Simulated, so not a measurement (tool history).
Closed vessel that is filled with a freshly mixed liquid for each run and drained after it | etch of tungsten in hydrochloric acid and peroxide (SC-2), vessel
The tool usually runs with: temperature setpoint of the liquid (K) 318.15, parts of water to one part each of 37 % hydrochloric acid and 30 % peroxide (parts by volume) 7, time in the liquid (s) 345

run,day,temperature setpoint of the liquid (K),parts of water to one part each of 37 % hydrochloric acid and 30 % peroxide (parts by volume),time in the liquid (s),wafers since the last listed run,hours since the thermometer was replaced,hours since the chemicals flow meter was replaced,hours since the drum of peroxide was connected,hours since the gauge calibration,"read-back film thickness of the tungsten reference wafer, read on the same gauge (nm)",thickness taken off the tungsten on a monitor wafer (nm)
1,0,318.15,7,345,0,2231.3,1905.5,876.2,73.8,139.98,57.7
2,0.696,318.15,7,345,1641,2248,1922.2,892.9,90.5,140.01,57.89
3,0.979,318.15,7,345,668,2254.8,1929,899.7,97.3,140,57.7
4,2.275,318.15,7,345,3056,2285.9,1960.1,930.8,128.4,140.01,57.98
# day 2.642: chemicals flow meter replaced
5,2.925,318.15,7,345,1434,2301.5,6.8,946.4,144,140.01,57.66
6,4.65,318.15,7,345,4068,2342.9,48.2,987.8,185.4,140.03,58.32
# day 5.208: new drum of peroxide connected
7,5.229,318.15,7,345,1267,2356.8,62.1,0.5,199.3,140.06,58.43
# day 5.233: gauge calibrated
8,5.638,325.65,4.5,345,963,2366.6,71.9,10.3,9.7,140.03,132.23
# day 5.7: thermometer replaced
9,6.262,318.15,5,345,1375,13.5,86.9,25.3,24.7,140,62.63
10,6.554,312.15,8.5,255,687,20.5,93.9,32.3,31.7,140.04,20.28
11,7.033,318.15,7,345,1130,32,105.4,43.8,43.2,139.97,48.77
12,7.367,312.65,4,180,786,40,113.4,51.8,51.2,140,26.11
13,7.842,318.15,7,345,1120,51.4,124.8,63.2,62.6,139.97,49.22
14,8.317,324.15,7,160,1120,62.8,136.2,74.6,74,140.02,34.27

Alternative continuations, all from the tool just after run 14; predict every row:
A,8.346,318.15,7,540,68,63.5,136.9,75.3,74.7,?,?
B,8.346,328.15,5,215,68,63.5,136.9,75.3,74.7,?,?
C,8.346,318.15,8.5,345,68,63.5,136.9,75.3,74.7,?,?

run,"read-back film thickness of the tungsten reference wafer, read on the same gauge (nm)",thickness taken off the tungsten on a monitor wafer (nm)
A,139.99,77.19
B,139.99,76.88
C,139.99,42.27
Had the tool no hidden state, the same runs would have come out as:
run,thickness taken off the tungsten on a monitor wafer (nm)
A,75.56
B,75.36
C,41.38
